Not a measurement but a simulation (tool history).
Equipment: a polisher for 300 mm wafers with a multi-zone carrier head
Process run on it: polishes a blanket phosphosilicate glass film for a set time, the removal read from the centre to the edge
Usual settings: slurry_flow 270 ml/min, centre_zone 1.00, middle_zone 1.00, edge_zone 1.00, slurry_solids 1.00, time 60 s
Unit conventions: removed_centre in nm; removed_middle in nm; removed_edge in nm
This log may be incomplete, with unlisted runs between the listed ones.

run	hour	slurry_flow	centre_zone	middle_zone	edge_zone	slurry_solids	time	incoming thickness of the incoming film, nm	removed_centre	removed_middle	removed_edge
1	0.0	270	1.00	1.00	1.00	1.00	60	3684.0	832.4	724.2	768.4
2	68.0	270	1.00	1.00	0.95	1.00	66	3647.2	906.6	813.1	819.8
3	122.3	270	1.00	1.00	1.00	1.10	60	3566.6	877.6	766.9	797.7
4	171.3	270	1.00	1.00	1.00	1.10	60	3605.5	876.9	776.0	788.8
5	200.2	270	1.00	1.00	1.00	1.10	60	3661.4	870.8	755.6	800.1
6	261.7	230	1.00	0.95	1.00	1.00	60	3569.1	823.4	701.8	747.1
7	316.6	195	1.00	1.00	1.06	1.00	76	3672.3	1014.5	880.3	953.6
8	371.2	225	0.91	1.00	1.00	1.00	74	3660.9	923.4	877.3	931.4
9	431.7	270	1.00	1.00	1.00	1.00	60	3684.4	777.4	737.7	759.4
10	494.9	270	1.07	1.00	1.00	1.10	68	3642.6	1016.0	873.9	924.5
11	550.2	270	1.00	1.00	1.00	1.00	60	3648.3	800.0	737.6	760.3
12	596.3	270	1.00	1.00	1.00	1.00	60	3691.6	817.5	719.4	768.7
13	635.3	270	0.94	1.08	1.00	1.25	60	3629.2	863.2	892.5	869.3
14	668.5	330	1.00	0.89	1.00	1.00	60	3608.5	844.1	660.7	766.1
15	722.2	270	1.00	1.00	0.96	1.00	80	3636.5	1106.0	965.2	1000.4
16	752.8	270	1.00	0.89	1.00	1.00	68	3691.5	935.5	755.0	857.9
17	819.1	355	1.04	1.00	1.00	1.00	60	3591.6	896.4	734.2	782.5
18	853.5	330	1.00	1.00	1.00	1.00	60	3595.5	863.1	747.2	777.4
19	966.1	185	1.00	1.00	1.00	1.00	60	3651.7	790.5	681.2	709.6
20	1018.9	270	1.00	1.00	1.00	1.00	39	3735.0	544.5	473.1	500.6

The log once held 9 entries between its listed runs, left out of this copy. Where does each go, and what is different about the tool's unlogged condition between the listed run before it and the listed run after it?
Run 1 -> run 2: carrier head's membrane replaced by a new one (hour 7.7)
  deviation of the centre zone's pressure from its setpoint, %: 10.5 -> 10.9
  difference, measured minus the result without the unlogged condition, removed_centre: +79.7 -> +89.9 nm
Run 2 -> run 3: worn pad replaced by a new one (hour 99.0)
  deviation of the centre zone's pressure from its setpoint, %: 10.9 -> 11.2
  difference, measured minus the result without the unlogged condition, removed_centre: +89.9 -> +88.9 nm
Run 5 -> run 6: edge zone pressure recalibrated (hour 243.3)
  deviation of the centre zone's pressure from its setpoint, %: 11.5 -> 11.7
  difference, measured minus the result without the unlogged condition, removed_centre: +90.4 -> +86.7 nm
Run 6 -> run 7: slurry nozzle cleaned (hour 280.7)
  deviation of the centre zone's pressure from its setpoint, %: 11.7 -> 11.8
  difference, measured minus the result without the unlogged condition, removed_centre: +86.7 -> +107.9 nm
Run 8 -> run 9: centre zone pressure recalibrated (hour 378.5)
  deviation of the centre zone's pressure from its setpoint, %: 11.9 -> 3.58
  difference, measured minus the result without the unlogged condition, removed_centre: +99.8 -> +27.0 nm
Run 9 -> run 10: worn pad replaced by a new one (hour 437.9)
  deviation of the centre zone's pressure from its setpoint, %: 3.58 -> 5.68
  difference, measured minus the result without the unlogged condition, removed_centre: +27.0 -> +54.7 nm
Run 12 -> run 13: carrier head's membrane replaced by a new one (hour 608.2)
  deviation of the centre zone's pressure from its setpoint, %: 8.2 -> 8.96
  difference, measured minus the result without the unlogged condition, removed_centre: +62.4 -> +71.8 nm
Run 13 -> run 14: edge zone pressure recalibrated (hour 660.1)
  deviation of the centre zone's pressure from its setpoint, %: 8.96 -> 9.52
  difference, measured minus the result without the unlogged condition, removed_centre: +71.8 -> +73.9 nm
Run 15 -> run 16: worn pad replaced by a new one (hour 745.9)
  deviation of the centre zone's pressure from its setpoint, %: 10.3 -> 10.7
  difference, measured minus the result without the unlogged condition, removed_centre: +104.0 -> +90.9 nm
